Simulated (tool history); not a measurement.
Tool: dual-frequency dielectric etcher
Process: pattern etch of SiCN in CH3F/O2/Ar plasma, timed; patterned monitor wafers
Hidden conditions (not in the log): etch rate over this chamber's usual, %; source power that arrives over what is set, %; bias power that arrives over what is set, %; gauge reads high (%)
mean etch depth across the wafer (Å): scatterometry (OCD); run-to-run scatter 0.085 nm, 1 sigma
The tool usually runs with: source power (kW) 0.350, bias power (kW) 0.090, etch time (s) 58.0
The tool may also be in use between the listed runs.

run    hour  source power (kW)  bias power (kW)  etch time (s)  wafers since the last listed run  hours since the last wet clean  hours since the last source power generator calibration  hours since the last bias power generator calibration  hours since the last upper electrode change  hours since the gauge calibration  read-back reference wafer on the same gauge, depth_nm  mean etch depth across the wafer (Å)
  1     0.0              0.350            0.090           58.0                                 0                           294.0                                                   1035.3                                                 5095.1                                       2579.2                              627.8                                                  18.60                                 231.1
  2    64.5              0.350            0.090           58.0                               662                           358.5                                                   1099.8                                                 5159.6                                       2643.7                              692.3                                                  18.60                                 229.1
  3   133.3              0.350            0.090           66.5                               706                           427.3                                                   1168.6                                                 5228.4                                       2712.5                              761.1                                                  18.60                                 264.7
  4   157.7              0.350            0.090           66.5                               250                           451.7                                                   1193.0                                                 5252.8                                       2736.9                              785.5                                                  18.61                                 261.4
      162.4  -- bias power generator calibrated
  5   186.8              0.350            0.090           66.5                               257                           480.8                                                   1222.1                                                   24.4                                       2766.0                              814.6                                                  18.60                                 257.7
  6   212.7              0.300            0.090           67.0                               265                           506.7                                                   1248.0                                                   50.3                                       2791.9                              840.5                                                  18.61                                 240.5
      241.6  -- wet clean of the chamber
  7   359.1              0.300            0.090           67.0                              1256                           117.5                                                   1394.4                                                  196.7                                       2938.3                              986.9                                                  18.61                                 245.8
  8   386.3              0.350            0.109           47.5                               279                           144.7                                                   1421.6                                                  223.9                                       2965.5                             1014.1                                                  18.59                                 205.8
  9   453.8              0.350            0.071           44.5                               693                           212.2                                                   1489.1                                                  291.4                                       3033.0                             1081.6                                                  18.61                                 153.4
 10   496.2              0.350            0.074           71.0                               435                           254.6                                                   1531.5                                                  333.8                                       3075.4                             1124.0                                                  18.61                                 250.7
      538.0  -- source power generator calibrated
 11   566.8              0.350            0.090           58.0                               683                           325.2                                                     28.8                                                  404.4                                       3146.0                             1194.6                                                  18.60                                 224.7
      604.8  -- upper electrode replaced
 12   605.3              0.300            0.090           67.0                               148                           363.7                                                     67.3                                                  442.9                                          0.5                             1233.1                                                  18.58                                 243.7
 13   659.9              0.380            0.084           58.0                               560                           418.3                                                    121.9                                                  497.5                                         55.1                             1287.7                                                  18.59                                 224.5
 14   689.4              0.350            0.090           58.0                               302                           447.8                                                    151.4                                                  527.0                                         84.6                             1317.2                                                  18.61                                 226.0
      694.8  -- gauge calibrated
      714.5  -- wet clean of the chamber
 15   731.6              0.350            0.090           58.0                               186                            17.1                                                    193.6                                                  569.2                                        126.8                               36.8                                                  18.60                                 228.7
 16   783.5              0.410            0.090           44.0                               532                            69.0                                                    245.5                                                  621.1                                        178.7                               88.7                                                  18.59                                 184.8
 17   828.9              0.350            0.090           46.5                               466                           114.4                                                    290.9                                                  666.5                                        224.1                              134.1                                                  18.59                                 180.9
 18   884.6              0.310            0.080           65.0                               571                           170.1                                                    346.6                                                  722.2                                        279.8                              189.8                                                  18.61                                 227.3
 19   932.9              0.280            0.090           58.0                               495                           218.4                                                    394.9                                                  770.5                                        328.1                              238.1                                                  18.60                                 206.1
 20  1001.3              0.350            0.090           41.5                               702                           286.8                                                    463.3                                                  838.9                                        396.5                              306.5                                                  18.59                                 162.6
 21  1073.2              0.350            0.076           58.0                               738                           358.7                                                    535.2                                                  910.8                                        468.4                              378.4                                                  18.59                                 206.9
 22  1140.1              0.350            0.090           58.0                               686                           425.6                                                    602.1                                                  977.7                                        535.3                              445.3                                                  18.61                                 224.6
     1167.0  -- wet clean of the chamber
 23  1185.7              0.410            0.090           58.0                               221                            18.7                                                    647.7                                                 1023.3                                        580.9                              490.9                                                  18.60                                 243.9
 24  1226.4              0.350            0.090           58.0                               417                            59.4                                                    688.4                                                 1064.0                                        621.6                              531.6                                                  18.58                                 229.8
 25  1268.0              0.350            0.073           58.0                               427                           101.0                                                    730.0                                                 1105.6                                        663.2                              573.2                                                  18.60                                 205.4
 26  1301.3              0.440            0.072           48.5                               341                           134.3                                                    763.3                                                 1138.9                                        696.5                              606.5                                                  18.60                                 188.6
 27  1369.9              0.330            0.110           48.5                               704                           202.9                                                    831.9                                                 1207.5                                        765.1                              675.1                                                  18.61                                 206.7
 28  1417.8              0.350            0.090           58.0                               491                           250.8                                                    879.8                                                 1255.4                                        813.0                              723.0                                                  18.60                                 229.7
 29  1472.6              0.350            0.090           58.0                               562                           305.6                                                    934.6                                                 1310.2                                        867.8                              777.8                                                  18.60                                 228.2

What if the next run were any one of these 5? Each begins from the tool's condition after run 29:
  A  1473.0              0.430            0.090           58.0                                 4                           306.0                                                    935.0                                                 1310.6                                        868.2                              778.2                                                      ?                                     ?
  B  1473.0              0.280            0.107           68.5                                 4                           306.0                                                    935.0                                                 1310.6                                        868.2                              778.2                                                      ?                                     ?
  C  1473.0              0.320            0.090           58.0                                 4                           306.0                                                    935.0                                                 1310.6                                        868.2                              778.2                                                      ?                                     ?
  D  1473.0              0.310            0.082           69.5                                 4                           306.0                                                    935.0                                                 1310.6                                        868.2                              778.2                                                      ?                                     ?
  E  1473.0              0.380            0.090           58.0                                 4                           306.0                                                    935.0                                                 1310.6                                        868.2                              778.2                                                      ?                                     ?

run  read-back reference wafer on the same gauge, depth_nm  mean etch depth across the wafer (Å)
  A                                                  18.62                                 247.2
  B                                                  18.62                                 267.7
  C                                                  18.62                                 219.2
  D                                                  18.62                                 247.0
  E                                                  18.62                                 235.1
Take away the tool's hidden state, keep each run's random variation, and the runs would have read:
run  mean etch depth across the wafer (Å)
  A                                 246.1
  B                                 266.3
  C                                 218.2
  D                                 246.0
  E                                 234.1

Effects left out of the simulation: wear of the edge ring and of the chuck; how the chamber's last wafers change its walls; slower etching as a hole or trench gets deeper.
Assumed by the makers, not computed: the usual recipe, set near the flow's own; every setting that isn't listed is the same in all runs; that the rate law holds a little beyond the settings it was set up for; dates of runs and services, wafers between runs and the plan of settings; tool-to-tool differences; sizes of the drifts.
